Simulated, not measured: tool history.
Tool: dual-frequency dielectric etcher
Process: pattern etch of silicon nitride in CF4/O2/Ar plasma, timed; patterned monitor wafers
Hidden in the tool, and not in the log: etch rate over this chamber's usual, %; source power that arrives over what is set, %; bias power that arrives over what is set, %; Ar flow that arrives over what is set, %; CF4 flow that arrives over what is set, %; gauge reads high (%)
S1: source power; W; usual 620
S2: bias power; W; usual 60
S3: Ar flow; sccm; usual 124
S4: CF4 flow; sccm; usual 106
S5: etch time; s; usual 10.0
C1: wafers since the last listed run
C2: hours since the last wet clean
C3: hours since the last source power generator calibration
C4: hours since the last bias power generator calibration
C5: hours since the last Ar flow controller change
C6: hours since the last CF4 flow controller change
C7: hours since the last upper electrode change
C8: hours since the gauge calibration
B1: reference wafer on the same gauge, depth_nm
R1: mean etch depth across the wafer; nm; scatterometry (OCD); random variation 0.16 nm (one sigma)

{"run": 1, "hour": 0.0, "S1": 620, "S2": 60, "S3": 124, "S4": 126, "S5": 10.0, "C1": 0, "C2": 0.5, "C3": 1570.9, "C4": 3623.0, "C5": 3834.7, "C6": 3279.1, "C7": 4320.7, "C8": 808.5, "B1": 26.54, "R1": 26.39}
{"run": 2, "hour": 38.1, "S1": 620, "S2": 60, "S3": 124, "S4": 126, "S5": 10.0, "C1": 600, "C2": 38.6, "C3": 1609.0, "C4": 3661.1, "C5": 3872.8, "C6": 3317.2, "C7": 4358.8, "C8": 846.6, "B1": 26.48, "R1": 26.48}
{"run": 3, "hour": 76.0, "S1": 620, "S2": 60, "S3": 124, "S4": 106, "S5": 10.0, "C1": 597, "C2": 76.5, "C3": 1646.9, "C4": 3699.0, "C5": 3910.7, "C6": 3355.1, "C7": 4396.7, "C8": 884.5, "B1": 26.53, "R1": 25.97}
{"run": 4, "hour": 106.5, "S1": 620, "S2": 60, "S3": 124, "S4": 106, "S5": 10.0, "C1": 480, "C2": 107.0, "C3": 1677.4, "C4": 3729.5, "C5": 3941.2, "C6": 3385.6, "C7": 4427.2, "C8": 915.0, "B1": 26.51, "R1": 26.03}
{"hour": 128.1, "done": "source power generator calibrated"}
{"run": 5, "hour": 144.2, "S1": 620, "S2": 60, "S3": 111, "S4": 106, "S5": 10.0, "C1": 531, "C2": 144.7, "C3": 16.1, "C4": 3767.2, "C5": 3978.9, "C6": 3423.3, "C7": 4464.9, "C8": 952.7, "B1": 26.5, "R1": 26.4}
{"run": 6, "hour": 181.3, "S1": 620, "S2": 60, "S3": 111, "S4": 106, "S5": 10.0, "C1": 584, "C2": 181.8, "C3": 53.2, "C4": 3804.3, "C5": 4016.0, "C6": 3460.4, "C7": 4502.0, "C8": 989.8, "B1": 26.52, "R1": 26.7}
{"run": 7, "hour": 206.4, "S1": 550, "S2": 60, "S3": 124, "S4": 106, "S5": 10.0, "C1": 395, "C2": 206.9, "C3": 78.3, "C4": 3829.4, "C5": 4041.1, "C6": 3485.5, "C7": 4527.1, "C8": 1014.9, "B1": 26.52, "R1": 24.8}
{"hour": 231.9, "done": "upper electrode replaced"}
{"hour": 248.6, "done": "Ar flow controller replaced"}
{"run": 8, "hour": 260.1, "S1": 620, "S2": 47, "S3": 124, "S4": 127, "S5": 7.0, "C1": 373, "C2": 260.6, "C3": 132.0, "C4": 3883.1, "C5": 11.5, "C6": 3539.2, "C7": 28.2, "C8": 1068.6, "B1": 26.47, "R1": 16.33}
{"run": 9, "hour": 293.0, "S1": 620, "S2": 60, "S3": 124, "S4": 106, "S5": 10.0, "C1": 518, "C2": 293.5, "C3": 164.9, "C4": 3916.0, "C5": 44.4, "C6": 3572.1, "C7": 61.1, "C8": 1101.5, "B1": 26.59, "R1": 26.71}
{"run": 10, "hour": 362.1, "S1": 620, "S2": 60, "S3": 143, "S4": 87, "S5": 11.5, "C1": 1089, "C2": 362.6, "C3": 234.0, "C4": 3985.1, "C5": 113.5, "C6": 3641.2, "C7": 130.2, "C8": 1170.6, "B1": 26.54, "R1": 30.08}

The next listed run, before its measurement:
{"run": 11, "hour": 433.5, "S1": 620, "S2": 60, "S3": 124, "S4": 106, "S5": 10.0, "C1": 1125, "C2": 434.0, "C3": 305.4, "C4": 4056.5, "C5": 184.9, "C6": 3712.6, "C7": 201.6, "C8": 1242.0, "B1": "?", "R1": "?"}

{"run 11": {"B1": 26.53, "R1": 27.01}}
Without the tool's hidden state the same run would have given R1 25.58 nm.
